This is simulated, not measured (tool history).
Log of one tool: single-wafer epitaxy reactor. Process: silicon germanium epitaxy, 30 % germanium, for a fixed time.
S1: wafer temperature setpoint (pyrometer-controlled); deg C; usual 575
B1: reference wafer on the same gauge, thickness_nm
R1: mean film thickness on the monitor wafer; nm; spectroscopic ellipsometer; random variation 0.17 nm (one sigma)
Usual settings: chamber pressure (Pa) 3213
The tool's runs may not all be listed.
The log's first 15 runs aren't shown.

run 16 hour=1146.9 | S1=588 chamber_pressure_(Pa)=2893 | B1=38.608 | R1=46.665
run 17 hour=1196.7 | S1=575 chamber_pressure_(Pa)=3213 | B1=38.602 | R1=38.249
run 18 hour=1298.8 | S1=585 chamber_pressure_(Pa)=3866 | B1=38.589 | R1=47.442
-- hour=1339.7 pyrometer calibrated
-- hour=1361 capacitance manometer re-zeroed and calibrated, repeated, since the last time left the tool worse
run 19 hour=1361.5 | S1=575 chamber_pressure_(Pa)=3213 | B1=38.629 | R1=39.075
run 20 hour=1431.4 | S1=579 chamber_pressure_(Pa)=2826 | B1=38.635 | R1=40.892
run 21 hour=1502.3 | S1=567 chamber_pressure_(Pa)=3213 | B1=38.576 | R1=34.534
run 22 hour=1567.7 | S1=575 chamber_pressure_(Pa)=3213 | B1=38.607 | R1=39.316
run 23 hour=1638.2 | S1=562 chamber_pressure_(Pa)=2413 | B1=38.564 | R1=29.355
run 24 hour=1696.3 | S1=575 chamber_pressure_(Pa)=3213 | B1=38.59 | R1=39.456
run 25 hour=1749.8 | S1=575 chamber_pressure_(Pa)=3426 | B1=38.588 | R1=39.911
run 26 hour=1790.8 | S1=589 chamber_pressure_(Pa)=2600 | B1=38.632 | R1=47.361
-- hour=1827.8 showerhead replaced
run 27 hour=1884.7 | S1=568 chamber_pressure_(Pa)=3866 | B1=38.629 | R1=35.958
run 28 hour=1926.6 | S1=560 chamber_pressure_(Pa)=2533 | B1=38.595 | R1=29.01
run 29 hour=2030.1 | S1=585 chamber_pressure_(Pa)=2960 | B1=38.596 | R1=45.527
run 30 hour=2084.3 | S1=589 chamber_pressure_(Pa)=3213 | B1=38.565 | R1=49.219
run 31 hour=2132.1 | S1=575 chamber_pressure_(Pa)=3213 | B1=38.649 | R1=39.032
run 32 hour=2341.1 | S1=584 chamber_pressure_(Pa)=2853 | B1=38.619 | R1=44.361
run 33 hour=2442.1 | S1=562 chamber_pressure_(Pa)=2413 | B1=38.607 | R1=29.562
run 34 hour=2593.4 | S1=575 chamber_pressure_(Pa)=3213 | B1=38.628 | R1=38.827

5 ways to go on from here, each from the tool as it stands after run 34. What would each give?
run A hour=2593.8 | S1=575 chamber_pressure_(Pa)=3546 | B1=? | R1=?
run B hour=2593.8 | S1=575 chamber_pressure_(Pa)=3520 | B1=? | R1=?
run C hour=2593.8 | S1=564 chamber_pressure_(Pa)=3986 | B1=? | R1=?
run D hour=2593.8 | S1=583 chamber_pressure_(Pa)=2840 | B1=? | R1=?
run E hour=2593.8 | S1=584 chamber_pressure_(Pa)=3546 | B1=? | R1=?

run=A B1=38.596 R1=40.162
run=B B1=38.596 R1=40.094
run=C B1=38.596 R1=34.134
run=D B1=38.596 R1=43.845
run=E B1=38.596 R1=46.75
Without the tool's hidden state the same runs would have given:
run=A R1=40.568
run=B R1=40.499
run=C R1=34.479
run=D R1=44.288
run=E R1=47.223

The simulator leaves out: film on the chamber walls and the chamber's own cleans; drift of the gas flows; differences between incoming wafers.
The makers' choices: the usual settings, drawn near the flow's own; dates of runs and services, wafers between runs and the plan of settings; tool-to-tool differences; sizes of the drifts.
